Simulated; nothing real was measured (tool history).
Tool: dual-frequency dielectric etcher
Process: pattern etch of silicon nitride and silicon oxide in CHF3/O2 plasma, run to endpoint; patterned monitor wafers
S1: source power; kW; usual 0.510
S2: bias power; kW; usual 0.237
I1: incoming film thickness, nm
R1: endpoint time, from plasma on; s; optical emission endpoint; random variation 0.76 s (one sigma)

{"run": 1, "hour": 0.0, "S1": 0.47, "S2": 0.237, "I1": 216.9, "R1": 126.9}
{"run": 2, "hour": 15.0, "S1": 0.47, "S2": 0.237, "I1": 217.4, "R1": 127.4}
{"run": 3, "hour": 24.6, "S1": 0.47, "S2": 0.237, "I1": 217.3, "R1": 126.2}
{"run": 4, "hour": 63.8, "S1": 0.56, "S2": 0.237, "I1": 217.5, "R1": 119.6}
{"run": 5, "hour": 72.5, "S1": 0.56, "S2": 0.237, "I1": 217.3, "R1": 119.5}
{"hour": 78.6, "done": "bias power generator calibrated"}
{"hour": 123.6, "done": "wet clean of the chamber"}
{"run": 6, "hour": 124.1, "S1": 0.56, "S2": 0.237, "I1": 217.8, "R1": 123.9}
{"run": 7, "hour": 130.5, "S1": 0.51, "S2": 0.221, "I1": 216.4, "R1": 127.2}
{"run": 8, "hour": 143.9, "S1": 0.51, "S2": 0.279, "I1": 217.7, "R1": 121.8}
{"run": 9, "hour": 155.1, "S1": 0.51, "S2": 0.279, "I1": 216.7, "R1": 120.8}
{"run": 10, "hour": 168.1, "S1": 0.51, "S2": 0.237, "I1": 218.3, "R1": 125.8}
{"hour": 183.5, "done": "source power generator calibrated"}
{"run": 11, "hour": 184.0, "S1": 0.51, "S2": 0.237, "I1": 217.1, "R1": 126.0}
{"run": 12, "hour": 194.4, "S1": 0.45, "S2": 0.186, "I1": 218.5, "R1": 137.9}
{"run": 13, "hour": 202.5, "S1": 0.51, "S2": 0.237, "I1": 215.0, "R1": 125.0}
{"run": 14, "hour": 209.4, "S1": 0.59, "S2": 0.216, "I1": 213.7, "R1": 121.1}
{"run": 15, "hour": 221.7, "S1": 0.51, "S2": 0.237, "I1": 215.2, "R1": 126.0}
{"run": 16, "hour": 232.6, "S1": 0.42, "S2": 0.201, "I1": 216.6, "R1": 135.9}
{"run": 17, "hour": 242.8, "S1": 0.62, "S2": 0.258, "I1": 217.4, "R1": 117.0}
{"run": 18, "hour": 250.5, "S1": 0.51, "S2": 0.237, "I1": 216.7, "R1": 126.1}
{"run": 19, "hour": 259.4, "S1": 0.51, "S2": 0.204, "I1": 214.0, "R1": 127.1}
{"run": 20, "hour": 275.3, "S1": 0.57, "S2": 0.199, "I1": 214.6, "R1": 124.2}
{"hour": 315.4, "done": "upper electrode replaced, of another model than before"}
{"run": 21, "hour": 321.9, "S1": 0.4, "S2": 0.28, "I1": 218.2, "R1": 132.3}
{"run": 22, "hour": 335.1, "S1": 0.51, "S2": 0.204, "I1": 216.5, "R1": 130.7}
{"run": 23, "hour": 343.3, "S1": 0.57, "S2": 0.285, "I1": 217.2, "R1": 111.2}
{"run": 24, "hour": 359.4, "S1": 0.41, "S2": 0.265, "I1": 216.4, "R1": 133.2}
{"run": 25, "hour": 375.4, "S1": 0.45, "S2": 0.206, "I1": 215.2, "R1": 138.2}
{"run": 26, "hour": 390.2, "S1": 0.51, "S2": 0.218, "I1": 217.7, "R1": 128.5}
{"run": 27, "hour": 402.6, "S1": 0.42, "S2": 0.261, "I1": 216.9, "R1": 131.4}
{"run": 28, "hour": 410.8, "S1": 0.51, "S2": 0.237, "I1": 217.5, "R1": 126.3}
{"run": 29, "hour": 420.6, "S1": 0.55, "S2": 0.258, "I1": 215.2, "R1": 115.2}
{"run": 30, "hour": 436.7, "S1": 0.51, "S2": 0.237, "I1": 213.9, "R1": 122.3}
{"run": 31, "hour": 448.3, "S1": 0.51, "S2": 0.237, "I1": 220.3, "R1": 126.0}
{"run": 32, "hour": 460.3, "S1": 0.51, "S2": 0.237, "I1": 215.7, "R1": 123.3}
{"run": 33, "hour": 471.7, "S1": 0.45, "S2": 0.211, "I1": 216.7, "R1": 136.8}
{"run": 34, "hour": 477.9, "S1": 0.51, "S2": 0.237, "I1": 215.1, "R1": 123.1}

Some steps in R1 between neighbouring runs. How much of each would the tool show without its hidden state too (settings, what came in, random variation), and how much is left for the hidden state, with any gauge scatter that isn't in both results?
The hidden state here: etch rate over this chamber's usual, %; source power that arrives over what is set, %; bias power that arrives over what is set, %.
Run 5 -> 6: bias power generator calibrated, wet clean of the chamber. R1 +4.4 s: hidden state +2.3, all else +2.1.
Run 16 -> 17: S1 0.420 -> 0.620, S2 0.201 -> 0.258. R1 -18.9 s: hidden state +0.1, all else -19.0.
Run 20 -> 21: S1 0.570 -> 0.400, S2 0.199 -> 0.280, upper electrode replaced, of another model than before. R1 +8.1 s: hidden state -0.5, all else +8.6.
Run 22 -> 23: S1 0.510 -> 0.570, S2 0.204 -> 0.285. R1 -19.5 s: hidden state +0.3, all else -19.8.
Run 23 -> 24: S1 0.570 -> 0.410, S2 0.285 -> 0.265. R1 +22.0 s: hidden state -0.4, all else +22.4.
Run 32 -> 33: S1 0.510 -> 0.450, S2 0.237 -> 0.211. R1 +13.5 s: hidden state -0.5, all else +14.0.
